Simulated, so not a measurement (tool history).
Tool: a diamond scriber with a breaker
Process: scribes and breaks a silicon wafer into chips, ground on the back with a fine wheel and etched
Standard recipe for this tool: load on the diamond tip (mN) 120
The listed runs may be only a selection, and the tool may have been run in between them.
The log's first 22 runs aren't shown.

| run | hour | load on the diamond tip (mN) | incoming depth of the damage left on the back of the incoming wafer, um | depth of the median crack under the scribed line (um) | chips rejected at inspection after the break (%) |
|---|---|---|---|---|---|
| 23 | 1002.4 | 139 | 0.45 | 14.21 | 0.89 |
| 24 | 1057.7 | 96 | 0.32 | 12.56 | 4.22 |
| 25 | 1097.4 | 100 | 0.58 | 12.03 | 3.52 |
| 26 | 1150.0 | 120 | 0.52 | 13.20 | 1.55 |
| 27 | 1176.6 | 109 | 0.48 | 13.09 | 2.75 |
| 28 | 1240.3 | 137 | 0.36 | 14.30 | 0.90 |
| 29 | 1303.2 | 145 | 0.42 | 14.32 | 0.80 |
| 30 | 1337.4 | 88 | 0.55 | 11.49 | 8.31 |
| 31 | 1367.9 | 120 | 0.78 | 12.80 | 2.11 |
| 32 | 1400.2 | 110 | 0.37 | 12.19 | 3.93 |
| 33 | 1425.5 | 102 | 0.39 | 11.54 | 6.00 |
| 34 | 1459.6 | 99 | 0.33 | 11.68 | 6.17 |
|  | 1489.6 | load on the tip recalibrated |
| 35 | 1516.3 | 89 | 0.50 | 10.61 | 10.23 |
| 36 | 1668.0 | 93 | 0.60 | 10.25 | 10.19 |
| 37 | 1713.4 | 149 | 0.42 | 13.34 | 1.40 |
| 38 | 1775.4 | 89 | 0.61 | 10.07 | 13.65 |
| 39 | 1833.7 | 108 | 0.70 | 11.02 | 8.30 |
| 40 | 1880.1 | 86 | 0.31 | 9.99 | 15.71 |
|  | 1920.4 | diamond tip replaced by a new one |
| 41 | 1938.6 | 106 | 0.64 | 12.98 | 1.74 |

Forecast each of these 4 alternatives for the next run:
| A | 1939.3 | 155 | 0.50 | ? | ? |
| B | 1939.3 | 148 | 0.50 | ? | ? |
| C | 1939.3 | 92 | 0.50 | ? | ? |
| D | 1939.3 | 133 | 0.50 | ? | ? |

| run | depth of the median crack under the scribed line (um) | chips rejected at inspection after the break (%) |
|---|---|---|
| A | 15.56 | 1.94 |
| B | 15.19 | 1.45 |
| C | 12.06 | 3.31 |
| D | 14.39 | 0.82 |
Had the tool no hidden state, the same runs would have come out as:
| run | depth of the median crack under the scribed line (um) | chips rejected at inspection after the break (%) |
|---|---|---|
| A | 15.98 | 2.62 |
| B | 15.60 | 2.00 |
| C | 12.39 | 2.51 |
| D | 14.77 | 1.05 |
